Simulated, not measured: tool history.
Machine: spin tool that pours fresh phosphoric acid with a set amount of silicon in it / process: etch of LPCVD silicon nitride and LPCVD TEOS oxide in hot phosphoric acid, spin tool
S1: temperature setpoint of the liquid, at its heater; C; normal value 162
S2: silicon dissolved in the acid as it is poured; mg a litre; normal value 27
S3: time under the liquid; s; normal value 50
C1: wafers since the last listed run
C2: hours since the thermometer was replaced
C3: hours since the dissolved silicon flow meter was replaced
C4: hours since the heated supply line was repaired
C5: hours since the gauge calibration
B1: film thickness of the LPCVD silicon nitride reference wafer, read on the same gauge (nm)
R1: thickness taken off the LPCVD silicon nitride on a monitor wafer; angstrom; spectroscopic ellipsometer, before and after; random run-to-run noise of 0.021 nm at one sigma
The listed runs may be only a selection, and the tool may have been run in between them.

{"run": 1, "hour": 0.0, "S1": 162, "S2": 33.5, "S3": 60, "C1": 0, "C2": 1066.2, "C3": 1112.5, "C4": 3282, "C5": 89.1, "B1": 149.978, "R1": 55.71}
{"run": 2, "hour": 14.4, "S1": 162, "S2": 33.5, "S3": 60, "C1": 152, "C2": 1080.6, "C3": 1126.9, "C4": 3296.4, "C5": 103.5, "B1": 150.009, "R1": 55.85}
{"run": 3, "hour": 49.9, "S1": 162, "S2": 33.5, "S3": 60, "C1": 375, "C2": 1116.1, "C3": 1162.4, "C4": 3331.9, "C5": 139, "B1": 150.006, "R1": 55.41}
{"run": 4, "hour": 64.0, "S1": 162, "S2": 27, "S3": 50, "C1": 149, "C2": 1130.2, "C3": 1176.5, "C4": 3346, "C5": 153.1, "B1": 149.997, "R1": 46.28}
{"hour": 69.2, "done": "heated supply line repaired"}
{"hour": 76.9, "done": "thermometer replaced"}
{"run": 5, "hour": 78.9, "S1": 162, "S2": 11, "S3": 50, "C1": 136, "C2": 2, "C3": 1191.4, "C4": 9.7, "C5": 168, "B1": 150.017, "R1": 50.35}
{"hour": 90.2, "done": "gauge calibrated"}
{"run": 6, "hour": 97.7, "S1": 162, "S2": 11, "S3": 50, "C1": 198, "C2": 20.8, "C3": 1210.2, "C4": 28.5, "C5": 7.5, "B1": 150.003, "R1": 50.43}
{"run": 7, "hour": 107.3, "S1": 162, "S2": 11, "S3": 50, "C1": 101, "C2": 30.4, "C3": 1219.8, "C4": 38.1, "C5": 17.1, "B1": 149.983, "R1": 49.98}
{"run": 8, "hour": 114.3, "S1": 163, "S2": 27, "S3": 50, "C1": 74, "C2": 37.4, "C3": 1226.8, "C4": 45.1, "C5": 24.1, "B1": 150.008, "R1": 52.16}
{"run": 9, "hour": 122.3, "S1": 162, "S2": 11, "S3": 50, "C1": 84, "C2": 45.4, "C3": 1234.8, "C4": 53.1, "C5": 32.1, "B1": 149.974, "R1": 50.28}
{"hour": 130.4, "done": "dissolved silicon flow meter replaced"}
{"run": 10, "hour": 135.4, "S1": 160, "S2": 10, "S3": 30, "C1": 127, "C2": 58.5, "C3": 5, "C4": 66.2, "C5": 45.2, "B1": 149.962, "R1": 28.21}
{"run": 11, "hour": 148.5, "S1": 162, "S2": 27, "S3": 50, "C1": 138, "C2": 71.6, "C3": 18.1, "C4": 79.3, "C5": 58.3, "B1": 150.02, "R1": 50.29}
{"run": 12, "hour": 160.4, "S1": 162, "S2": 42, "S3": 75, "C1": 125, "C2": 83.5, "C3": 30, "C4": 91.2, "C5": 70.2, "B1": 150.031, "R1": 75.49}
{"run": 13, "hour": 173.5, "S1": 162, "S2": 37, "S3": 70, "C1": 138, "C2": 96.6, "C3": 43.1, "C4": 104.3, "C5": 83.3, "B1": 150.03, "R1": 70.31}
{"run": 14, "hour": 185.4, "S1": 162, "S2": 27, "S3": 30, "C1": 125, "C2": 108.5, "C3": 55, "C4": 116.2, "C5": 95.2, "B1": 150.001, "R1": 30.01}
{"run": 15, "hour": 199.8, "S1": 162, "S2": 40.5, "S3": 60, "C1": 152, "C2": 122.9, "C3": 69.4, "C4": 130.6, "C5": 109.6, "B1": 150.039, "R1": 60.17}
{"run": 16, "hour": 215.0, "S1": 164.5, "S2": 12, "S3": 50, "C1": 160, "C2": 138.1, "C3": 84.6, "C4": 145.8, "C5": 124.8, "B1": 150.003, "R1": 54.24}

3 ways to go on from here, each from the tool as it stands after run 16. What would each give?
{"run": "A", "hour": 215.4, "S1": 162, "S2": 27, "S3": 50, "C1": 4, "C2": 138.5, "C3": 85, "C4": 146.2, "C5": 125.2, "B1": "?", "R1": "?"}
{"run": "B", "hour": 215.4, "S1": 159.5, "S2": 9, "S3": 35, "C1": 4, "C2": 138.5, "C3": 85, "C4": 146.2, "C5": 125.2, "B1": "?", "R1": "?"}
{"run": "C", "hour": 215.4, "S1": 163.5, "S2": 12, "S3": 50, "C1": 4, "C2": 138.5, "C3": 85, "C4": 146.2, "C5": 125.2, "B1": "?", "R1": "?"}

run=A B1=150 R1=50.35
run=B B1=150 R1=32.41
run=C B1=150 R1=52.92
Had the tool no hidden state, the same runs would have come out as:
run=A R1=51.33
run=B R1=33.05
run=C R1=53.95
